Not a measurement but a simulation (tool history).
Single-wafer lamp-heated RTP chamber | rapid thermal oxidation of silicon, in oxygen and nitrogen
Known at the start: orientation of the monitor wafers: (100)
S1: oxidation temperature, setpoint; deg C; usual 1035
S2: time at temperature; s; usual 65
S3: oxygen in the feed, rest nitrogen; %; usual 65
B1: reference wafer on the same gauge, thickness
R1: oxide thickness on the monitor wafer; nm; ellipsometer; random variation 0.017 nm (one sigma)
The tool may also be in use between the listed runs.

{"run": 1, "hour": 0.0, "S1": 1035, "S2": 65, "S3": 65, "B1": 5.852, "R1": 6.904}
{"hour": 8.5, "done": "pyrometer window cleaned and pyrometer calibrated"}
{"run": 2, "hour": 23.5, "S1": 1035, "S2": 65, "S3": 65, "B1": 5.854, "R1": 6.638}
{"run": 3, "hour": 40.8, "S1": 1035, "S2": 65, "S3": 65, "B1": 5.854, "R1": 6.611}
{"run": 4, "hour": 75.4, "S1": 1035, "S2": 65, "S3": 44, "B1": 5.849, "R1": 5.787}
{"run": 5, "hour": 91.7, "S1": 1035, "S2": 65, "S3": 44, "B1": 5.852, "R1": 5.808}
{"run": 6, "hour": 112.0, "S1": 1035, "S2": 65, "S3": 44, "B1": 5.854, "R1": 5.848}
{"run": 7, "hour": 137.2, "S1": 1027, "S2": 65, "S3": 65, "B1": 5.85, "R1": 6.38}
{"run": 8, "hour": 151.7, "S1": 1035, "S2": 46, "S3": 65, "B1": 5.848, "R1": 5.803}
{"hour": 174.6, "done": "pyrometer window cleaned and pyrometer calibrated"}
{"run": 9, "hour": 175.9, "S1": 1035, "S2": 46, "S3": 65, "B1": 5.857, "R1": 5.723}
{"hour": 181.6, "done": "gauge calibrated"}
{"hour": 206.1, "done": "oxygen flow controller replaced"}
{"run": 10, "hour": 206.6, "S1": 1035, "S2": 46, "S3": 65, "B1": 5.857, "R1": 5.713}
{"run": 11, "hour": 231.5, "S1": 1035, "S2": 65, "S3": 73, "B1": 5.845, "R1": 6.961}
{"run": 12, "hour": 245.8, "S1": 1060, "S2": 93, "S3": 65, "B1": 5.851, "R1": 9.322}
{"run": 13, "hour": 267.6, "S1": 1035, "S2": 65, "S3": 65, "B1": 5.848, "R1": 6.672}
{"run": 14, "hour": 292.2, "S1": 1057, "S2": 51, "S3": 40, "B1": 5.844, "R1": 5.934}
{"run": 15, "hour": 309.7, "S1": 1035, "S2": 36, "S3": 51, "B1": 5.849, "R1": 4.806}
{"hour": 318.2, "done": "pyrometer window cleaned and pyrometer calibrated"}
{"run": 16, "hour": 344.9, "S1": 1035, "S2": 65, "S3": 65, "B1": 5.855, "R1": 6.662}
{"run": 17, "hour": 380.1, "S1": 1035, "S2": 65, "S3": 44, "B1": 5.852, "R1": 5.805}
{"run": 18, "hour": 401.6, "S1": 1012, "S2": 80, "S3": 56, "B1": 5.848, "R1": 5.906}
{"run": 19, "hour": 436.8, "S1": 1021, "S2": 39, "S3": 74, "B1": 5.849, "R1": 5.144}
{"run": 20, "hour": 460.9, "S1": 1013, "S2": 49, "S3": 93, "B1": 5.84, "R1": 5.839}
{"hour": 485.1, "done": "pyrometer window cleaned and pyrometer calibrated"}
{"run": 21, "hour": 485.6, "S1": 1056, "S2": 65, "S3": 65, "B1": 5.858, "R1": 7.647}
{"run": 22, "hour": 503.7, "S1": 1035, "S2": 45, "S3": 65, "B1": 5.848, "R1": 5.652}
{"run": 23, "hour": 530.6, "S1": 1046, "S2": 65, "S3": 94, "B1": 5.843, "R1": 8.172}

Forecast each of these 3 alternatives for the next run:
{"run": "A", "hour": 531.0, "S1": 1035, "S2": 65, "S3": 65, "B1": "?", "R1": "?"}
{"run": "B", "hour": 531.0, "S1": 1048, "S2": 33, "S3": 43, "B1": "?", "R1": "?"}
{"run": "C", "hour": 531.0, "S1": 1020, "S2": 77, "S3": 65, "B1": "?", "R1": "?"}

run=A B1=5.848 R1=6.657
run=B B1=5.848 R1=4.708
run=C B1=5.848 R1=6.457
Without the tool's hidden state the same runs would have given:
run=A R1=6.622
run=B R1=4.685
run=C R1=6.423
